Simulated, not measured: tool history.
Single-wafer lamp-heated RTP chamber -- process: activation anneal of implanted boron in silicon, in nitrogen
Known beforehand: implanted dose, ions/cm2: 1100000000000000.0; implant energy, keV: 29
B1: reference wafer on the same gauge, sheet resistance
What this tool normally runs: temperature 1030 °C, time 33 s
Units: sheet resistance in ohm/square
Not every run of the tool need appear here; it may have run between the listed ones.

Run 1, day 0.000: usual settings; B1 119.80. Result: sheet resistance 100.70 ohm/square.
Run 2, day 2.133: usual settings but temperature 1012 °C, time 26 s; B1 119.88. Result: sheet resistance 102.46 ohm/square.
At day 3.617: pyrometer window cleaned and pyrometer calibrated.
Run 3, day 6.633: usual settings but temperature 1009 °C; B1 119.91. Result: sheet resistance 102.95 ohm/square.
Run 4, day 9.671: usual settings but time 26 s; B1 120.00. Result: sheet resistance 100.83 ohm/square.
Run 5, day 12.179: usual settings but time 26 s; B1 120.12. Result: sheet resistance 101.28 ohm/square.
Run 6, day 13.962: usual settings but time 26 s; B1 120.09. Result: sheet resistance 101.64 ohm/square.
Run 7, day 17.038: usual settings but time 25 s; B1 120.23. Result: sheet resistance 101.35 ohm/square.
Run 8, day 19.625: usual settings but time 25 s; B1 120.24. Result: sheet resistance 101.58 ohm/square.
At day 22.500: pyrometer window cleaned and pyrometer calibrated.
At day 23.588: reflector plate cleaned.
Run 9, day 28.979: usual settings but temperature 1037 °C, time 41 s; B1 120.43. Result: sheet resistance 101.10 ohm/square.
Run 10, day 33.479: usual settings but temperature 1037 °C, time 41 s; B1 120.50. Result: sheet resistance 100.37 ohm/square.
At day 38.754: pyrometer window cleaned and pyrometer calibrated.
Run 11, day 46.658: usual settings; B1 120.69. Result: sheet resistance 101.19 ohm/square.
Run 12, day 49.654: usual settings; B1 120.82. Result: sheet resistance 101.01 ohm/square.
Run 13, day 51.946: usual settings but temperature 1004 °C, time 19 s; B1 120.65. Result: sheet resistance 105.41 ohm/square.
At day 56.950: pyrometer window cleaned and pyrometer calibrated.
Run 14, day 56.971: usual settings but temperature 1053 °C, time 19 s; B1 120.75. Result: sheet resistance 100.49 ohm/square.
At day 57.796: reflector plate cleaned.
At day 57.846: gauge calibrated.
Run 15, day 61.304: usual settings; B1 117.07. Result: sheet resistance 98.30 ohm/square.
Run 16, day 65.117: usual settings but temperature 1017 °C, time 24 s; B1 117.37. Result: sheet resistance 100.61 ohm/square.
Run 17, day 68.738: usual settings; B1 117.78. Result: sheet resistance 99.43 ohm/square.
Run 18, day 70.942: usual settings but temperature 1010 °C, time 25 s; B1 117.81. Result: sheet resistance 101.27 ohm/square.
Run 19, day 74.100: usual settings but temperature 1009 °C, time 39 s; B1 118.25. Result: sheet resistance 101.09 ohm/square.
At day 76.238: pyrometer window cleaned and pyrometer calibrated.
Run 20, day 77.912: usual settings; B1 118.62. Result: sheet resistance 99.56 ohm/square.
Run 21, day 81.175: usual settings but temperature 1012 °C, time 18 s; B1 118.77. Result: sheet resistance 102.51 ohm/square.
Run 22, day 84.596: usual settings but temperature 1017 °C, time 27 s; B1 118.88. Result: sheet resistance 101.94 ohm/square.
Run 23, day 87.025: usual settings but temperature 1048 °C, time 16 s; B1 119.02. Result: sheet resistance 99.98 ohm/square.
Run 24, day 90.642: usual settings; B1 119.21. Result: sheet resistance 100.03 ohm/square.
Run 25, day 92.242: usual settings; B1 119.22. Result: sheet resistance 100.89 ohm/square.

List, for all runs, the conditions of the tool that the log does not record:
true wafer temperature minus pyrometer reading, K: 0, the same for each run
wafer temperature error from the tarnished reflector plate, K: 0, the same for each run
H1: gauge reads high (%)
run     H1
  1   2.87
  2   2.93
  3   3.05
  4   3.12
  5   3.17
  6   3.21
  7   3.27
  8   3.32
  9   3.46
 10   3.52
 11   3.65
 12   3.68
 13   3.69
 14   3.73
 15  0.535
 16  0.875
 17   1.17
 18   1.33
 19   1.55
 20   1.79
 21   1.97
 22   2.15
 23   2.27
 24   2.43
 25    2.5
